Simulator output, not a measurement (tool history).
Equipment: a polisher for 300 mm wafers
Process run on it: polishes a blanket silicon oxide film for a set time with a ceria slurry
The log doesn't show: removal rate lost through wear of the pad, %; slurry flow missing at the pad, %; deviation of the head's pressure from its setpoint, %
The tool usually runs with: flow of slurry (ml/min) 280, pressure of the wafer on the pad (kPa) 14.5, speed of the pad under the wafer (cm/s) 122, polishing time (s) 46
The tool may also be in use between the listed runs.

run    hour  flow of slurry (ml/min)  pressure of the wafer on the pad (kPa)  speed of the pad under the wafer (cm/s)  polishing time (s)  wafers since the last listed run  wafers polished on this pad  hours since the slurry nozzle was cleaned  hours since the head pressure was calibrated  incoming thickness of the incoming film, nm  film removed (Å)
  1     0.0                      280                                    14.5                                      134                  51                                 0                         1354                                      335.1                                         308.3                                       1433.7              2082
       67.7  -- head pressure recalibrated
      140.1  -- worn pad replaced by a new one
  2   317.5                      280                                    12.4                                      122                  42                              2698                         1536                                      652.6                                         249.8                                       1479.0              1269
  3   418.1                      280                                    12.4                                      122                  42                               871                         2408                                      753.2                                         350.4                                       1476.5              1234
      439.2  -- head pressure recalibrated
      475.5  -- worn pad replaced by a new one
  4   504.1                      205                                    14.5                                      122                  46                               693                          247                                      839.2                                          64.9                                       1448.1              1533
      535.6  -- slurry nozzle cleaned
  5   549.8                      280                                    14.5                                      122                  46                               387                          634                                       14.2                                         110.6                                       1457.8              1759
  6   599.2                      280                                    14.5                                      122                  46                               427                         1062                                       63.6                                         160.0                                       1445.2              1747
  7   649.9                      280                                    14.5                                      122                  46                               439                         1501                                      114.3                                         210.7                                       1430.8              1733
  8   713.9                      280                                    14.5                                      122                  46                               554                         2056                                      178.3                                         274.7                                       1475.7              1704
      744.0  -- worn pad replaced by a new one
  9   796.9                      280                                    14.5                                      122                  46                               684                          458                                      261.3                                         357.7                                       1471.2              1757
      830.6  -- head pressure recalibrated
 10   871.1                      380                                    12.4                                      122                  39                               625                         1083                                      335.5                                          40.5                                       1475.6              1259
     1030.6  -- worn pad replaced by a new one
 11  1073.3                      380                                    12.4                                      122                  39                              1716                          369                                      537.7                                         242.7                                       1454.0              1296
 12  1159.0                      280                                    16.5                                      122                  46                               742                         1112                                      623.4                                         328.4                                       1458.1              1897
     1228.9  -- head pressure recalibrated
 13  1233.5                      370                                    12.4                                      154                  46                               628                         1740                                      697.9                                           4.6                                       1451.7              1817
 14  1280.5                      280                                    14.5                                      122                  46                               407                         2147                                      744.9                                          51.6                                       1477.7              1554
     1314.3  -- slurry nozzle cleaned
 15  1333.5                      280                                    17.9                                       88                  46                               450                         2598                                       19.2                                         104.6                                       1456.2              1453
     1339.6  -- worn pad replaced by a new one
 16  1383.6                      245                                    10.3                                       98                  50                               399                          381                                       69.3                                         154.7                                       1439.3              1092
 17  1491.3                      280                                    14.5                                      138                  46                               932                         1314                                      177.0                                         262.4                                       1474.5              1995
 18  1566.8                      280                                    11.7                                      102                  34                               654                         1968                                      252.5                                         337.9                                       1466.0               826

Hidden state, per run?
deviation of the head's pressure from its setpoint, %: 0 across all the runs
H1: removal rate lost through wear of the pad, %
H2: slurry flow missing at the pad, %
run      H1    H2
  1     2.6  18.2
  2    3.09    33
  3     6.9  37.7
  4  0.0983  41.7
  5   0.489  7.64
  6     1.3  9.95
  7    2.56  12.3
  8    4.75  15.3
  9    1.09  19.2
 10     2.2  22.6
 11    1.88  32.1
 12    3.09  36.1
 13    5.14  39.5
 14    6.91  41.7
 15    9.35  4.78
 16   0.476  7.12
 17    2.23  12.1
 18     4.6  15.7
